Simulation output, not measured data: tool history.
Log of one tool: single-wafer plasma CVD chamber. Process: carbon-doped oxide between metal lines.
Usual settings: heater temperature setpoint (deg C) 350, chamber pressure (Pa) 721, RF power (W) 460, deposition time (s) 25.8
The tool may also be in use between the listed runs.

run,hour,heater temperature setpoint (deg C),chamber pressure (Pa),RF power (W),deposition time (s),"read-back reference wafer on the same gauge, thickness_nm",mean film thickness on the monitor wafer (angstrom)
1,0,350,721,460,25.8,116.993,1247.52
2,87.9,350,721,460,25.8,116.948,1253.88
3,116.7,350,835,460,25.8,117.065,1268.87
4,143.7,350,835,460,25.8,117.041,1272.72
5,177.3,350,835,460,25.8,117.023,1267.03
# hour 199.2: thermocouple changed; heater temperature recalibrated
6,199.7,350,721,460,25.8,116.985,1258.36
7,218.1,350,721,460,25.8,116.961,1260.78
8,244.5,350,721,460,25.8,117.054,1251.62
9,257,350,721,460,23.2,116.96,1122.95
10,291.6,350,767,460,25.8,117.005,1257.77
11,310.7,336,721,380,25.8,116.991,1070.29
12,337.5,350,721,460,25.8,116.935,1241.55
13,354.4,350,617,435,29.5,116.904,1289.62
14,388.6,339,901,375,24.2,117.062,1004.05
# hour 400.9: capacitance manometer re-zeroed and calibrated
15,407.1,358,780,550,22.1,117,1215.96
# hour 421.9: RF generator calibrated
# hour 423.4: gauge calibrated
16,440.8,345,623,420,23,117.03,1037.62
17,455.7,350,721,405,25.8,117.027,1145.67
18,471.7,350,648,460,25.8,117.037,1258.05
# hour 481: showerhead replaced
19,491.5,350,599,460,24.3,116.874,1159.77
20,576.6,356,572,515,21.2,117.086,1085.8
21,602.8,356,572,515,21.2,117.013,1083.12
22,626.5,341,721,460,25.8,117.012,1312.5
23,658,350,721,460,25.8,117.005,1276.82
24,677.4,361,721,460,25.8,117.034,1241.4
25,697.3,350,721,460,25.8,117.03,1278.55
26,731.8,350,721,460,28.2,116.993,1391.87
27,766.7,350,805,460,25.8,116.999,1301.54

Some steps in mean film thickness on the monitor wafer (angstrom) between neighbouring runs. How much of each would the tool show without its hidden state too (settings, what came in, random variation), and how much is left for the hidden state, with any gauge scatter that isn't in both results?
The hidden state here: wafer temperature above the value expected at the setpoint (K); delivered RF power above the setpoint (%); true pressure above the setpoint (%); gauge reads high (%).
Run 5 -> 6: chamber pressure (Pa) 835 -> 721, thermocouple changed; heater temperature recalibrated. mean film thickness on the monitor wafer (angstrom) -8.67: hidden state +19.57, all else -28.24.
Run 13 -> 14: heater temperature setpoint (deg C) 350 -> 339, chamber pressure (Pa) 617 -> 901, RF power (W) 435 -> 375, deposition time (s) 29.5 -> 24.2. mean film thickness on the monitor wafer (angstrom) -285.57: hidden state +9.5, all else -295.07.
Run 15 -> 16: heater temperature setpoint (deg C) 358 -> 345, chamber pressure (Pa) 780 -> 623, RF power (W) 550 -> 420, deposition time (s) 22.1 -> 23, RF generator calibrated, gauge calibrated. mean film thickness on the monitor wafer (angstrom) -178.34: hidden state +46.49, all else -224.83.
Run 21 -> 22: heater temperature setpoint (deg C) 356 -> 341, chamber pressure (Pa) 572 -> 721, RF power (W) 515 -> 460, deposition time (s) 21.2 -> 25.8. mean film thickness on the monitor wafer (angstrom) +229.38: hidden state -7.1, all else +236.48.
